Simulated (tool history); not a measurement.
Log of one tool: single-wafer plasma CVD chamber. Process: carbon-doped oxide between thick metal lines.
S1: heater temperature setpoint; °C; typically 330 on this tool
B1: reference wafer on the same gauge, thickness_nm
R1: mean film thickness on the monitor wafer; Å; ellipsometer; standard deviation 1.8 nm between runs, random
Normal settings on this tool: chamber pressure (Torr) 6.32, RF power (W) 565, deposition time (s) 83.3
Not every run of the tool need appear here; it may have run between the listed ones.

run 1 day=0.000 | S1=335 chamber_pressure_(Torr)=6.32 RF_power_(W)=565 deposition_time_(s)=83.3 | B1=553.401 | R1=4725.20
run 2 day=1.258 | S1=341 chamber_pressure_(Torr)=6.32 RF_power_(W)=565 deposition_time_(s)=83.3 | B1=553.630 | R1=4580.93
run 3 day=1.983 | S1=341 chamber_pressure_(Torr)=6.32 RF_power_(W)=565 deposition_time_(s)=83.3 | B1=554.738 | R1=4619.08
run 4 day=2.538 | S1=341 chamber_pressure_(Torr)=6.32 RF_power_(W)=565 deposition_time_(s)=83.3 | B1=554.612 | R1=4630.22
run 5 day=4.033 | S1=330 chamber_pressure_(Torr)=6.32 RF_power_(W)=565 deposition_time_(s)=83.3 | B1=553.342 | R1=4749.98
run 6 day=5.625 | S1=330 chamber_pressure_(Torr)=7.42 RF_power_(W)=645 deposition_time_(s)=83.3 | B1=553.773 | R1=5123.78
run 7 day=6.067 | S1=338 chamber_pressure_(Torr)=7.82 RF_power_(W)=635 deposition_time_(s)=99.7 | B1=555.246 | R1=5913.69
run 8 day=7.304 | S1=330 chamber_pressure_(Torr)=6.32 RF_power_(W)=565 deposition_time_(s)=83.3 | B1=555.071 | R1=4755.01
run 9 day=8.700 | S1=330 chamber_pressure_(Torr)=6.32 RF_power_(W)=565 deposition_time_(s)=83.3 | B1=554.069 | R1=4706.04
run 10 day=10.167 | S1=330 chamber_pressure_(Torr)=6.32 RF_power_(W)=565 deposition_time_(s)=83.3 | B1=554.179 | R1=4744.15
run 11 day=11.300 | S1=330 chamber_pressure_(Torr)=6.32 RF_power_(W)=565 deposition_time_(s)=74.9 | B1=553.936 | R1=4273.34
run 12 day=11.871 | S1=339 chamber_pressure_(Torr)=6.32 RF_power_(W)=565 deposition_time_(s)=83.3 | B1=554.923 | R1=4621.20
run 13 day=12.812 | S1=319 chamber_pressure_(Torr)=6.32 RF_power_(W)=565 deposition_time_(s)=91.7 | B1=554.525 | R1=5550.99
run 14 day=13.971 | S1=330 chamber_pressure_(Torr)=6.32 RF_power_(W)=650 deposition_time_(s)=88.3 | B1=554.616 | R1=5531.08
run 15 day=15.229 | S1=330 chamber_pressure_(Torr)=6.32 RF_power_(W)=505 deposition_time_(s)=74.3 | B1=554.436 | R1=4167.25
run 16 day=16.362 | S1=324 chamber_pressure_(Torr)=6.32 RF_power_(W)=630 deposition_time_(s)=74.6 | B1=553.383 | R1=4674.76
run 17 day=17.604 | S1=318 chamber_pressure_(Torr)=5.09 RF_power_(W)=650 deposition_time_(s)=89.5 | B1=554.290 | R1=5668.97
run 18 day=18.408 | S1=330 chamber_pressure_(Torr)=5.31 RF_power_(W)=565 deposition_time_(s)=83.3 | B1=553.999 | R1=4798.61
run 19 day=19.779 | S1=330 chamber_pressure_(Torr)=6.32 RF_power_(W)=565 deposition_time_(s)=83.3 | B1=553.735 | R1=4894.09
run 20 day=23.296 | S1=330 chamber_pressure_(Torr)=6.32 RF_power_(W)=565 deposition_time_(s)=83.3 | B1=553.673 | R1=4877.18
run 21 day=24.412 | S1=330 chamber_pressure_(Torr)=6.32 RF_power_(W)=565 deposition_time_(s)=83.3 | B1=553.798 | R1=4875.97
run 22 day=25.812 | S1=326 chamber_pressure_(Torr)=6.32 RF_power_(W)=500 deposition_time_(s)=83.3 | B1=553.338 | R1=4647.42
run 23 day=26.817 | S1=330 chamber_pressure_(Torr)=6.32 RF_power_(W)=500 deposition_time_(s)=93.3 | B1=553.948 | R1=5151.63
run 24 day=28.117 | S1=316 chamber_pressure_(Torr)=7.24 RF_power_(W)=490 deposition_time_(s)=71.8 | B1=554.407 | R1=4147.05
run 25 day=29.038 | S1=330 chamber_pressure_(Torr)=6.32 RF_power_(W)=645 deposition_time_(s)=83.3 | B1=554.136 | R1=5152.25
run 26 day=30.142 | S1=330 chamber_pressure_(Torr)=5.16 RF_power_(W)=610 deposition_time_(s)=83.3 | B1=554.881 | R1=4927.48
run 27 day=31.642 | S1=335 chamber_pressure_(Torr)=5.53 RF_power_(W)=640 deposition_time_(s)=83.3 | B1=554.759 | R1=4979.89
run 28 day=32.229 | S1=344 chamber_pressure_(Torr)=7.84 RF_power_(W)=565 deposition_time_(s)=76.9 | B1=553.540 | R1=4367.82
run 29 day=33.633 | S1=342 chamber_pressure_(Torr)=7.55 RF_power_(W)=615 deposition_time_(s)=94.1 | B1=554.379 | R1=5553.84

Withheld: 4 entries from between the runs. Position of each, and hidden state at the listed run before versus the listed run after:
After run 1, before run 2: thermocouple changed; heater temperature recalibrated (day 0.625)
  delivered RF power above the setpoint (%): -5.95 -> -6.08
  the result without the hidden state subtracted from the measured one, R1: -127.51 -> -126.48 Å
After run 5, before run 6: capacitance manometer re-zeroed and calibrated (day 5.604)
  delivered RF power above the setpoint (%): -6.37 -> -6.54
  the result without the hidden state subtracted from the measured one, R1: -137.74 -> -150.48 Å
After run 12, before run 13: RF generator calibrated (day 12.358)
  delivered RF power above the setpoint (%): -7.19 -> -0.589
  the result without the hidden state subtracted from the measured one, R1: -152.23 -> -14.18 Å
After run 19, before run 20: gauge calibrated (day 22.638)
  delivered RF power above the setpoint (%): -1.31 -> -1.68
  the result without the hidden state subtracted from the measured one, R1: -28.00 -> -35.75 Å
